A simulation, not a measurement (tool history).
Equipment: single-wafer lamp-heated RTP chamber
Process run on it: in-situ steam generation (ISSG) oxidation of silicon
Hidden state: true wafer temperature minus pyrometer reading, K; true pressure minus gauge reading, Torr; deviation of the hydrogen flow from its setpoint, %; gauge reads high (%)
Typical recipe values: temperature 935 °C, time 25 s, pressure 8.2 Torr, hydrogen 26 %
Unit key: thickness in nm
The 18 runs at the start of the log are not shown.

run,hour,temperature,time,pressure,hydrogen,wafers since the last listed run,wafers since the last pyrometer calibration,hours since the pressure gauge was zeroed,hours since the hydrogen flow controller was replaced,hours since the gauge calibration,"read-back reference wafer on the same gauge, thickness",thickness
19,1264.3,935,25,8.2,20,433,2455,1504.3,211.8,893.6,5.812,4.846
20,1337.3,935,33,8.2,32,634,3089,1577.3,284.8,966.6,5.815,6.14
21,1404.1,935,16,8.2,20,580,3669,1644.1,351.6,1033.4,5.811,4.101
22,1483.1,927,34,7.4,29,686,4356,1723.1,430.6,1112.4,5.811,5.981
23,1525.5,935,25,9.4,26,368,4724,1765.5,473,1154.8,5.805,5.176
24,1578.7,948,29,6.9,18,462,5186,1818.7,526.2,1208,5.808,5.349
25,1655.2,935,25,9.6,26,664,5851,1895.2,602.7,1284.5,5.811,5.199
# hour 1686.2: pyrometer window cleaned and pyrometer calibrated
26,1693.8,935,25,7.3,26,265,66,1933.8,641.3,1323.1,5.811,5.174
27,1743.5,935,25,8.2,26,431,498,1983.5,691,1372.8,5.812,5.145
28,1842.6,946,33,8.2,32,860,1359,2082.6,790.1,1471.9,5.811,6.305
29,1884.5,935,25,8.2,26,364,1723,2124.5,832,1513.8,5.811,5.144
30,1983.7,935,25,7.3,26,861,2584,2223.7,931.2,1613,5.814,5.213
31,2081.9,922,20,6.9,26,853,3438,2321.9,1029.4,1711.2,5.816,4.604
# hour 2155.5: pressure gauge zeroed
32,2170.4,927,28,8.8,30,699,4137,14.9,1117.9,1799.7,5.806,5.467

Here are 3 independent what-if runs from the current tool condition. What would each one return?
A,2170.8,916,25,8.2,26,3,4140,15.3,1118.3,1800.1,?,?
B,2170.8,935,25,6.9,20,3,4140,15.3,1118.3,1800.1,?,?
C,2170.8,946,33,7.7,17,3,4140,15.3,1118.3,1800.1,?,?

run,"read-back reference wafer on the same gauge, thickness",thickness
A,5.808,4.902
B,5.808,4.862
C,5.808,5.536
Stripped of hidden state, with their random variation kept, the same runs would have yielded:
run,thickness
A,4.826
B,4.78
C,5.43

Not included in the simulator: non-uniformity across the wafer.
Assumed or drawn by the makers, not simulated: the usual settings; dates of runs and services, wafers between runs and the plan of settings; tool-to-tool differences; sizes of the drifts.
